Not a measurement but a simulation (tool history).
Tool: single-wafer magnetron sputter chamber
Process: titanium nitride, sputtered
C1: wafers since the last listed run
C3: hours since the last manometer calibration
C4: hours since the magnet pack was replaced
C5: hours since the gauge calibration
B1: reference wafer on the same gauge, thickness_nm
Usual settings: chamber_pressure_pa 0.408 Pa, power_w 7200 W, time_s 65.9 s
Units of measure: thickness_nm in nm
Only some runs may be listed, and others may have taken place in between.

{"run": 1, "hour": 0.0, "chamber_pressure_pa": 0.282, "power_w": 7200, "time_s": 69.7, "C1": 0, "wafers on the sputter target": 9200, "C3": 1219.9, "C4": 11872.3, "C5": 1114.7, "B1": 94.921, "thickness_nm": 94.49}
{"hour": 106.8, "done": "sputter target and shields replaced"}
{"run": 2, "hour": 172.9, "chamber_pressure_pa": 0.282, "power_w": 7200, "time_s": 69.7, "C1": 3454, "wafers on the sputter target": 1385, "C3": 1392.8, "C4": 12045.2, "C5": 1287.6, "B1": 94.982, "thickness_nm": 94.385}
{"hour": 202.4, "done": "gauge calibrated"}
{"run": 3, "hour": 356.6, "chamber_pressure_pa": 0.282, "power_w": 7200, "time_s": 69.7, "C1": 3848, "wafers on the sputter target": 5233, "C3": 1576.5, "C4": 12228.9, "C5": 154.2, "B1": 94.928, "thickness_nm": 94.174}
{"run": 4, "hour": 421.9, "chamber_pressure_pa": 0.408, "power_w": 7200, "time_s": 65.9, "C1": 1367, "wafers on the sputter target": 6601, "C3": 1641.8, "C4": 12294.2, "C5": 219.5, "B1": 94.924, "thickness_nm": 84.804}
{"run": 5, "hour": 486.6, "chamber_pressure_pa": 0.408, "power_w": 7200, "time_s": 65.9, "C1": 1355, "wafers on the sputter target": 7956, "C3": 1706.5, "C4": 12358.9, "C5": 284.2, "B1": 94.859, "thickness_nm": 84.968}
{"run": 6, "hour": 545.7, "chamber_pressure_pa": 0.408, "power_w": 7200, "time_s": 65.9, "C1": 1238, "wafers on the sputter target": 9194, "C3": 1765.6, "C4": 12418.0, "C5": 343.3, "B1": 94.919, "thickness_nm": 85.108}
{"hour": 579.1, "done": "sputter target and shields replaced"}
{"run": 7, "hour": 596.1, "chamber_pressure_pa": 0.497, "power_w": 7200, "time_s": 65.9, "C1": 888, "wafers on the sputter target": 356, "C3": 1816.0, "C4": 12468.4, "C5": 393.7, "B1": 94.968, "thickness_nm": 82.868}
{"run": 8, "hour": 621.2, "chamber_pressure_pa": 0.497, "power_w": 7200, "time_s": 65.9, "C1": 525, "wafers on the sputter target": 882, "C3": 1841.1, "C4": 12493.5, "C5": 418.8, "B1": 94.828, "thickness_nm": 82.398}
{"run": 9, "hour": 666.0, "chamber_pressure_pa": 0.408, "power_w": 7200, "time_s": 65.9, "C1": 938, "wafers on the sputter target": 1820, "C3": 1885.9, "C4": 12538.3, "C5": 463.6, "B1": 94.886, "thickness_nm": 85.309}
{"run": 10, "hour": 703.1, "chamber_pressure_pa": 0.408, "power_w": 7200, "time_s": 65.9, "C1": 777, "wafers on the sputter target": 2597, "C3": 1923.0, "C4": 12575.4, "C5": 500.7, "B1": 94.937, "thickness_nm": 84.807}
{"run": 11, "hour": 733.3, "chamber_pressure_pa": 0.408, "power_w": 7200, "time_s": 65.9, "C1": 632, "wafers on the sputter target": 3230, "C3": 1953.2, "C4": 12605.6, "C5": 530.9, "B1": 94.863, "thickness_nm": 85.153}
{"run": 12, "hour": 784.2, "chamber_pressure_pa": 0.509, "power_w": 7200, "time_s": 71.4, "C1": 1066, "wafers on the sputter target": 4296, "C3": 2004.1, "C4": 12656.5, "C5": 581.8, "B1": 94.963, "thickness_nm": 89.107}
{"run": 13, "hour": 837.1, "chamber_pressure_pa": 0.509, "power_w": 7200, "time_s": 71.4, "C1": 1108, "wafers on the sputter target": 5404, "C3": 2057.0, "C4": 12709.4, "C5": 634.7, "B1": 94.909, "thickness_nm": 88.841}
{"run": 14, "hour": 886.6, "chamber_pressure_pa": 0.509, "power_w": 7200, "time_s": 71.4, "C1": 1036, "wafers on the sputter target": 6441, "C3": 2106.5, "C4": 12758.9, "C5": 684.2, "B1": 94.909, "thickness_nm": 88.662}
{"run": 15, "hour": 916.4, "chamber_pressure_pa": 0.408, "power_w": 6150, "time_s": 74.6, "C1": 624, "wafers on the sputter target": 7065, "C3": 2136.3, "C4": 12788.7, "C5": 714.0, "B1": 94.849, "thickness_nm": 82.251}
{"run": 16, "hour": 978.5, "chamber_pressure_pa": 0.262, "power_w": 6000, "time_s": 65.9, "C1": 1300, "wafers on the sputter target": 8366, "C3": 2198.4, "C4": 12850.8, "C5": 776.1, "B1": 94.951, "thickness_nm": 74.363}
{"hour": 1046.7, "done": "sputter target and shields replaced"}
{"run": 17, "hour": 1182.2, "chamber_pressure_pa": 0.518, "power_w": 7200, "time_s": 65.9, "C1": 4099, "wafers on the sputter target": 2838, "C3": 2402.1, "C4": 13054.5, "C5": 979.8, "B1": 94.92, "thickness_nm": 81.78}
{"run": 18, "hour": 1232.5, "chamber_pressure_pa": 0.558, "power_w": 5400, "time_s": 74.1, "C1": 1053, "wafers on the sputter target": 3892, "C3": 2452.4, "C4": 13104.8, "C5": 1030.1, "B1": 94.905, "thickness_nm": 67.657}
{"run": 19, "hour": 1279.9, "chamber_pressure_pa": 0.408, "power_w": 7200, "time_s": 65.9, "C1": 992, "wafers on the sputter target": 4885, "C3": 2499.8, "C4": 13152.2, "C5": 1077.5, "B1": 94.937, "thickness_nm": 84.856}
{"run": 20, "hour": 1313.6, "chamber_pressure_pa": 0.57, "power_w": 7200, "time_s": 65.9, "C1": 705, "wafers on the sputter target": 5591, "C3": 2533.5, "C4": 13185.9, "C5": 1111.2, "B1": 94.863, "thickness_nm": 80.156}
{"run": 21, "hour": 1341.7, "chamber_pressure_pa": 0.408, "power_w": 7200, "time_s": 65.9, "C1": 588, "wafers on the sputter target": 6180, "C3": 2561.6, "C4": 13214.0, "C5": 1139.3, "B1": 94.898, "thickness_nm": 84.91}
{"run": 22, "hour": 1403.3, "chamber_pressure_pa": 0.408, "power_w": 7200, "time_s": 65.9, "C1": 1290, "wafers on the sputter target": 7470, "C3": 2623.2, "C4": 13275.6, "C5": 1200.9, "B1": 94.922, "thickness_nm": 84.224}

What does the tool deliver on the next run?
{"hour": 1416.4, "done": "magnet pack replaced, of another model than before"}
{"hour": 1462.0, "done": "capacitance manometer re-zeroed and calibrated"}
{"run": 23, "hour": 1462.5, "chamber_pressure_pa": 0.408, "power_w": 5550, "time_s": 69.3, "C1": 904, "wafers on the sputter target": 8375, "C3": 0.5, "C4": 46.1, "C5": 1260.1, "B1": "?", "thickness_nm": "?"}

For run 23 the tool returned B1 94.918, thickness_nm 69.382 nm.
Minus the tool's unlogged condition, the same run would have read thickness_nm 69.393 nm.
